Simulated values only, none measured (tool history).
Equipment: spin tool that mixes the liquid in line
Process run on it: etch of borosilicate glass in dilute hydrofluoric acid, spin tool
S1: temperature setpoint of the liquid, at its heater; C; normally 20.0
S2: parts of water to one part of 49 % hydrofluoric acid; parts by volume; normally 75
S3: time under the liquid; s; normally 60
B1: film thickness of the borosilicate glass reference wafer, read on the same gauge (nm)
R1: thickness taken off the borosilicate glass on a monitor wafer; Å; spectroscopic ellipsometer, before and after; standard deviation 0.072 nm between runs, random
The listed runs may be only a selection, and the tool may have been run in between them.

run	hour	S1	S2	S3	B1	R1
1	0.0	17.0	75	60	140.02	223.8
2	12.0	20.0	75	60	140.00	253.1
3	25.8	20.0	75	35	139.99	148.7
4	42.5	20.0	75	35	139.98	148.6
5	57.3	20.0	75	35	140.02	148.5
# hour 76.8: gauge calibrated
6	89.1	20.0	90	60	140.01	209.9
7	105.7	20.0	75	60	139.99	256.3
# hour 110.7: hydrofluoric acid flow meter replaced
8	117.2	20.0	50	60	139.99	347.0
9	132.3	17.0	85	40	140.01	115.6
# hour 142.7: thermometer replaced
10	145.5	24.0	110	45	139.99	130.4
11	151.7	20.0	75	60	140.00	225.6
12	165.6	20.0	60	30	139.99	145.2
13	175.0	17.5	50	35	140.00	184.0
14	189.5	20.0	75	60	139.98	226.5

Branching from run 14: 3 alternative next runs. What would each branch give?
A	189.9	20.0	100	60	?	?
B	189.9	20.0	60	95	?	?
C	189.9	21.5	75	60	?	?

run	B1	R1
A	140.01	165.6
B	140.01	457.1
C	140.01	241.6
Had the tool no hidden state, the same runs would have come out as:
run	R1
A	162.0
B	447.7
C	236.5
